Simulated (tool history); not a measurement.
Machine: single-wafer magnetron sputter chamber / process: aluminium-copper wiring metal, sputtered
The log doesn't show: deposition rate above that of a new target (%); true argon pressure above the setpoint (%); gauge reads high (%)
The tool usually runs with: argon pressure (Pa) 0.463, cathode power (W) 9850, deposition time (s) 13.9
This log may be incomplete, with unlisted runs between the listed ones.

| run | hour | argon pressure (Pa) | cathode power (W) | deposition time (s) | wafers since the last listed run | wafers on the sputter target | hours since the last manometer calibration | hours since the magnet pack was replaced | hours since the gauge calibration | read-back reference wafer on the same gauge, thickness_nm | mean film thickness on the monitor wafer (nm) |
|---|---|---|---|---|---|---|---|---|---|---|---|
| 1 | 0.0 | 0.463 | 8550 | 13.9 | 0 | 12424 | 1829.2 | 6463.5 | 2419.1 | 221.002 | 205.616 |
| 2 | 48.8 | 0.463 | 9850 | 13.9 | 1025 | 13450 | 1878.0 | 6512.3 | 2467.9 | 221.323 | 224.800 |
|  | 62.4 | sputter target and shields replaced |
| 3 | 100.7 | 0.463 | 11250 | 13.9 | 922 | 805 | 1929.9 | 6564.2 | 2519.8 | 220.840 | 225.963 |
| 4 | 158.4 | 0.336 | 9850 | 13.9 | 1212 | 2018 | 1987.6 | 6621.9 | 2577.5 | 221.061 | 226.666 |
|  | 245.1 | capacitance manometer re-zeroed and calibrated |
| 5 | 260.5 | 0.336 | 9850 | 13.9 | 1977 | 3995 | 15.4 | 6724.0 | 2679.6 | 221.343 | 222.926 |
| 6 | 333.6 | 0.336 | 9850 | 13.9 | 1536 | 5532 | 88.5 | 6797.1 | 2752.7 | 220.821 | 220.456 |
| 7 | 370.2 | 0.463 | 9850 | 13.9 | 769 | 6301 | 125.1 | 6833.7 | 2789.3 | 220.592 | 204.006 |
| 8 | 460.9 | 0.463 | 9850 | 13.9 | 1906 | 8207 | 215.8 | 6924.4 | 2880.0 | 221.228 | 203.065 |
| 9 | 516.8 | 0.463 | 9850 | 12.1 | 1174 | 9382 | 271.7 | 6980.3 | 2935.9 | 221.352 | 176.017 |
| 10 | 592.4 | 0.412 | 8550 | 15.7 | 1588 | 10971 | 347.3 | 7055.9 | 3011.5 | 220.772 | 217.153 |
| 11 | 645.7 | 0.413 | 9050 | 11.3 | 1120 | 12091 | 400.6 | 7109.2 | 3064.8 | 220.711 | 159.431 |
|  | 669.7 | gauge calibrated |
|  | 699.6 | sputter target and shields replaced, repeated, since the last time left the tool worse |
| 12 | 731.3 | 0.463 | 7950 | 13.9 | 1630 | 665 | 486.2 | 7194.8 | 61.6 | 221.125 | 210.403 |
| 13 | 828.6 | 0.620 | 9850 | 13.9 | 2044 | 2710 | 583.5 | 7292.1 | 158.9 | 220.713 | 212.514 |
| 14 | 915.9 | 0.519 | 10600 | 13.2 | 1834 | 4544 | 670.8 | 7379.4 | 246.2 | 220.793 | 221.933 |
| 15 | 991.9 | 0.463 | 10600 | 13.9 | 1597 | 6142 | 746.8 | 7455.4 | 322.2 | 220.961 | 240.048 |
| 16 | 1091.0 | 0.463 | 9850 | 13.9 | 2082 | 8224 | 845.9 | 7554.5 | 421.3 | 220.945 | 228.686 |
| 17 | 1145.9 | 0.463 | 7900 | 13.9 | 1153 | 9378 | 900.8 | 7609.4 | 476.2 | 221.602 | 201.040 |
|  | 1266.5 | magnet pack replaced |
| 18 | 1396.3 | 0.566 | 8250 | 11.5 | 5094 | 14473 | 1151.2 | 129.8 | 726.6 | 221.158 | 157.544 |
|  | 1426.5 | sputter target and shields replaced |
| 19 | 1465.3 | 0.619 | 9850 | 12.3 | 1282 | 814 | 1220.2 | 198.8 | 795.6 | 221.030 | 189.945 |
| 20 | 1538.1 | 0.463 | 9850 | 13.9 | 1529 | 2344 | 1293.0 | 271.6 | 868.4 | 221.153 | 234.272 |
| 21 | 1575.3 | 0.463 | 11950 | 11.4 | 781 | 3126 | 1330.2 | 308.8 | 905.6 | 220.751 | 212.927 |
| 22 | 1626.4 | 0.463 | 9100 | 15.1 | 1073 | 4200 | 1381.3 | 359.9 | 956.7 | 220.847 | 242.460 |
| 23 | 1821.5 | 0.321 | 9850 | 16.1 | 4100 | 8300 | 1576.4 | 555.0 | 1151.8 | 221.079 | 287.050 |
| 24 | 1865.0 | 0.597 | 9150 | 13.9 | 914 | 9214 | 1619.9 | 598.5 | 1195.3 | 221.497 | 200.418 |
| 25 | 1936.8 | 0.463 | 9850 | 13.9 | 1508 | 10723 | 1691.7 | 670.3 | 1267.1 | 221.737 | 226.012 |
| 26 | 1973.5 | 0.463 | 9850 | 13.9 | 771 | 11495 | 1728.4 | 707.0 | 1303.8 | 220.945 | 225.448 |
| 27 | 2079.6 | 0.538 | 9850 | 16.6 | 2229 | 13724 | 1834.5 | 813.1 | 1409.9 | 220.698 | 256.072 |
| 28 | 2126.0 | 0.463 | 9850 | 13.9 | 975 | 14700 | 1880.9 | 859.5 | 1456.3 | 220.885 | 219.124 |
|  | 2177.3 | sputter target and shields replaced |
| 29 | 2197.0 | 0.363 | 11950 | 16.5 | 1324 | 413 | 1951.9 | 930.5 | 1527.3 | 221.643 | 328.755 |
| 30 | 2259.9 | 0.463 | 10900 | 12.4 | 1321 | 1735 | 2014.8 | 993.4 | 1590.2 | 221.146 | 220.394 |
| 31 | 2345.7 | 0.361 | 9850 | 13.9 | 1803 | 3538 | 2100.6 | 1079.2 | 1676.0 | 220.903 | 245.354 |
| 32 | 2431.5 | 0.463 | 9850 | 13.9 | 1803 | 5341 | 2186.4 | 1165.0 | 1761.8 | 220.293 | 230.623 |
| 33 | 2483.9 | 0.315 | 11350 | 16.5 | 1101 | 6443 | 2238.8 | 1217.4 | 1814.2 | 220.564 | 322.876 |
| 34 | 2541.6 | 0.375 | 7750 | 13.9 | 1212 | 7655 | 2296.5 | 1275.1 | 1871.9 | 221.159 | 212.787 |

Per-run results on a tool with no hidden state, each run keeping its own random variation:
| run | mean film thickness on the monitor wafer (nm) |
|---|---|
| 1 | 217.718 |
| 2 | 239.042 |
| 3 | 253.103 |
| 4 | 255.240 |
| 5 | 253.414 |
| 6 | 252.322 |
| 7 | 234.297 |
| 8 | 235.221 |
| 9 | 204.976 |
| 10 | 254.716 |
| 11 | 187.970 |
| 12 | 211.224 |
| 13 | 215.062 |
| 14 | 226.230 |
| 15 | 246.257 |
| 16 | 236.570 |
| 17 | 208.942 |
| 18 | 167.299 |
| 19 | 190.702 |
| 20 | 236.621 |
| 21 | 215.725 |
| 22 | 246.692 |
| 23 | 296.882 |
| 24 | 208.049 |
| 25 | 236.057 |
| 26 | 236.209 |
| 27 | 270.758 |
| 28 | 232.624 |
| 29 | 329.683 |
| 30 | 222.163 |
| 31 | 249.086 |
| 32 | 235.811 |
| 33 | 331.594 |
| 34 | 219.598 |
